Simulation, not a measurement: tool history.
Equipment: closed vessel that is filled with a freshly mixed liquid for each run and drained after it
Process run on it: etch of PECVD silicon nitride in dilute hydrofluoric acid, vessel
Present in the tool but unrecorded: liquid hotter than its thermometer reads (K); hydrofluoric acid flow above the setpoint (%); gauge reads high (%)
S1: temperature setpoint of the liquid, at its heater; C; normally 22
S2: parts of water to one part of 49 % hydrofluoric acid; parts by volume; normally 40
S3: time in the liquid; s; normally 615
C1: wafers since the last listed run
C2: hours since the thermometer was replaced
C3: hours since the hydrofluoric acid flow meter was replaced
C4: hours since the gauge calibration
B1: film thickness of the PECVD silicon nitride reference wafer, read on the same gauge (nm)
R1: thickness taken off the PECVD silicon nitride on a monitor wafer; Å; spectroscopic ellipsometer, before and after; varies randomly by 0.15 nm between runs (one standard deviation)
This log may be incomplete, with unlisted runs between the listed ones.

| run | hour | S1 | S2 | S3 | C1 | C2 | C3 | C4 | B1 | R1 |
|---|---|---|---|---|---|---|---|---|---|---|
| 1 | 0 | 22 | 40 | 615 | 0 | 2063.5 | 1055.9 | 1119.1 | 50 | 297.7 |
| 2 | 28.4 | 22 | 40 | 615 | 2200 | 2091.9 | 1084.3 | 1147.5 | 50.02 | 297.8 |
| 3 | 62.7 | 22 | 40 | 740 | 2657 | 2126.2 | 1118.6 | 1181.8 | 49.99 | 356.4 |
| 4 | 119.9 | 22 | 40 | 740 | 4432 | 2183.4 | 1175.8 | 1239 | 50.02 | 355.9 |
| 5 | 145.2 | 22 | 40 | 740 | 1960 | 2208.7 | 1201.1 | 1264.3 | 49.99 | 354.8 |
| 6 | 169.6 | 22 | 40 | 615 | 1890 | 2233.1 | 1225.5 | 1288.7 | 49.99 | 296.8 |
| 7 | 221.9 | 22 | 40 | 470 | 4052 | 2285.4 | 1277.8 | 1341 | 50.02 | 226.7 |
|  | 254.9 | gauge calibrated |
| 8 | 293.2 | 22 | 40 | 470 | 5525 | 2356.7 | 1349.1 | 38.3 | 50 | 226.3 |
| 9 | 347.5 | 22 | 40 | 470 | 4207 | 2411 | 1403.4 | 92.6 | 50.01 | 229.5 |
| 10 | 414.7 | 22 | 40 | 615 | 5207 | 2478.2 | 1470.6 | 159.8 | 50 | 298.4 |
| 11 | 485.3 | 22 | 40 | 615 | 5470 | 2548.8 | 1541.2 | 230.4 | 50 | 300.2 |
| 12 | 525 | 18.5 | 55 | 450 | 3076 | 2588.5 | 1580.9 | 270.1 | 49.99 | 125.6 |
| 13 | 603.8 | 22 | 45 | 615 | 6106 | 2667.3 | 1659.7 | 348.9 | 49.99 | 269.1 |
| 14 | 644.3 | 22 | 40 | 615 | 3138 | 2707.8 | 1700.2 | 389.4 | 50 | 304.1 |
| 15 | 680.5 | 22 | 25 | 615 | 2805 | 2744 | 1736.4 | 425.6 | 49.99 | 479.2 |
| 16 | 729.2 | 17 | 45 | 615 | 3773 | 2792.7 | 1785.1 | 474.3 | 50 | 189.6 |
| 17 | 792.7 | 19.5 | 40 | 320 | 4920 | 2856.2 | 1848.6 | 537.8 | 50 | 132 |
| 18 | 834.7 | 22 | 40 | 615 | 3254 | 2898.2 | 1890.6 | 579.8 | 49.99 | 299.9 |
|  | 861.1 | hydrofluoric acid flow meter replaced |
| 19 | 862.2 | 22 | 40 | 615 | 2053 | 2925.7 | 1.1 | 607.3 | 50 | 303.1 |
| 20 | 897.8 | 22 | 40 | 325 | 2758 | 2961.3 | 36.7 | 642.9 | 50.01 | 159.6 |
| 21 | 951.7 | 20.5 | 50 | 890 | 4176 | 3015.2 | 90.6 | 696.8 | 49.98 | 318.6 |
| 22 | 990.5 | 22 | 40 | 615 | 3006 | 3054 | 129.4 | 735.6 | 50 | 304.7 |
| 23 | 1041.9 | 23.5 | 45 | 850 | 3983 | 3105.4 | 180.8 | 787 | 50 | 414.8 |
| 24 | 1096.3 | 22 | 25 | 615 | 4215 | 3159.8 | 235.2 | 841.4 | 50 | 482.8 |
| 25 | 1150.6 | 22 | 40 | 615 | 4207 | 3214.1 | 289.5 | 895.7 | 50 | 307.1 |
|  | 1156.7 | thermometer replaced |
| 26 | 1219.6 | 26 | 30 | 710 | 5269 | 62.9 | 358.5 | 964.7 | 50 | 571.5 |
| 27 | 1283 | 22 | 40 | 615 | 4912 | 126.3 | 421.9 | 1028.1 | 50 | 285.3 |
| 28 | 1340.3 | 22 | 30 | 615 | 4440 | 183.6 | 479.2 | 1085.4 | 50 | 372.3 |
| 29 | 1473.7 | 22 | 40 | 980 | 10337 | 317 | 612.6 | 1218.8 | 50 | 451.2 |
| 30 | 1503.1 | 22 | 45 | 815 | 2278 | 346.4 | 642 | 1248.2 | 50.01 | 338.6 |
|  | 1506.6 | gauge calibrated |
| 31 | 1547.2 | 22 | 40 | 455 | 3417 | 390.5 | 686.1 | 40.6 | 49.98 | 212.7 |
| 32 | 1610.4 | 24.5 | 55 | 615 | 4897 | 453.7 | 749.3 | 103.8 | 49.99 | 248.4 |
| 33 | 1678.1 | 24.5 | 50 | 615 | 5246 | 521.4 | 817 | 171.5 | 50 | 274.7 |

Consider 3 possible next runs. They are alternatives, not a sequence: every one starts from the tool as it was left by run 33. What does each give?
| A | 1678.9 | 22 | 40 | 615 | 61 | 522.2 | 817.8 | 172.3 | ? | ? |
| B | 1678.9 | 20 | 25 | 435 | 61 | 522.2 | 817.8 | 172.3 | ? | ? |
| C | 1678.9 | 22 | 60 | 615 | 61 | 522.2 | 817.8 | 172.3 | ? | ? |

| run | B1 | R1 |
|---|---|---|
| A | 50 | 286 |
| B | 50 | 277.2 |
| C | 50 | 192.6 |
Without the tool's unlogged condition, the same runs would have read:
| run | R1 |
|---|---|
| A | 277.9 |
| B | 269.2 |
| C | 187.2 |
